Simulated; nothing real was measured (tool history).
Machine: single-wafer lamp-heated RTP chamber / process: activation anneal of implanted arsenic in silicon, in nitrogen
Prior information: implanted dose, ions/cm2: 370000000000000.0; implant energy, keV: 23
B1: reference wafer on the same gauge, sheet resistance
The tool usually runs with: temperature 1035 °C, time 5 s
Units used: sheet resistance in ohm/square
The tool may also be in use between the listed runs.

run 1 hour=0.0 | temperature=1035 time=5 | B1=255.91 | sheet_resistance=226.68
run 2 hour=25.5 | temperature=1035 time=5 | B1=255.94 | sheet_resistance=226.22
run 3 hour=60.1 | temperature=1035 time=5 | B1=256.03 | sheet_resistance=225.73
-- hour=69.5 reflector plate cleaned
run 4 hour=85.1 | temperature=1035 time=5 | B1=255.99 | sheet_resistance=225.83
run 5 hour=100.2 | temperature=1035 time=5 | B1=256.06 | sheet_resistance=225.46
-- hour=113.2 pyrometer window cleaned and pyrometer calibrated
run 6 hour=125.2 | temperature=1035 time=3 | B1=255.89 | sheet_resistance=227.99
run 7 hour=158.9 | temperature=1035 time=4 | B1=255.98 | sheet_resistance=227.18
run 8 hour=176.2 | temperature=1035 time=4 | B1=256.00 | sheet_resistance=226.99
run 9 hour=189.1 | temperature=1035 time=4 | B1=256.05 | sheet_resistance=227.22
run 10 hour=211.0 | temperature=1035 time=5 | B1=256.08 | sheet_resistance=225.77
-- hour=224.3 reflector plate cleaned
run 11 hour=224.6 | temperature=1035 time=5 | B1=256.07 | sheet_resistance=226.88
run 12 hour=238.9 | temperature=1035 time=5 | B1=255.92 | sheet_resistance=225.95
run 13 hour=270.8 | temperature=1035 time=5 | B1=255.94 | sheet_resistance=226.17
run 14 hour=283.5 | temperature=1029 time=5 | B1=255.91 | sheet_resistance=227.12
run 15 hour=309.8 | temperature=1035 time=5 | B1=256.01 | sheet_resistance=225.84
run 16 hour=324.8 | temperature=1016 time=5 | B1=256.00 | sheet_resistance=227.38
-- hour=347.6 pyrometer window cleaned and pyrometer calibrated
run 17 hour=348.1 | temperature=1035 time=5 | B1=256.01 | sheet_resistance=226.34

What will run 18 give?
-- hour=365.0 reflector plate cleaned
run 18 hour=369.5 | temperature=1056 time=3 | B1=? | sheet_resistance=?

{"run 18": {"B1": 256.07, "sheet resistance": 226.42}}
Without the tool's hidden state the same run would have given sheet resistance 226.42 ohm/square.

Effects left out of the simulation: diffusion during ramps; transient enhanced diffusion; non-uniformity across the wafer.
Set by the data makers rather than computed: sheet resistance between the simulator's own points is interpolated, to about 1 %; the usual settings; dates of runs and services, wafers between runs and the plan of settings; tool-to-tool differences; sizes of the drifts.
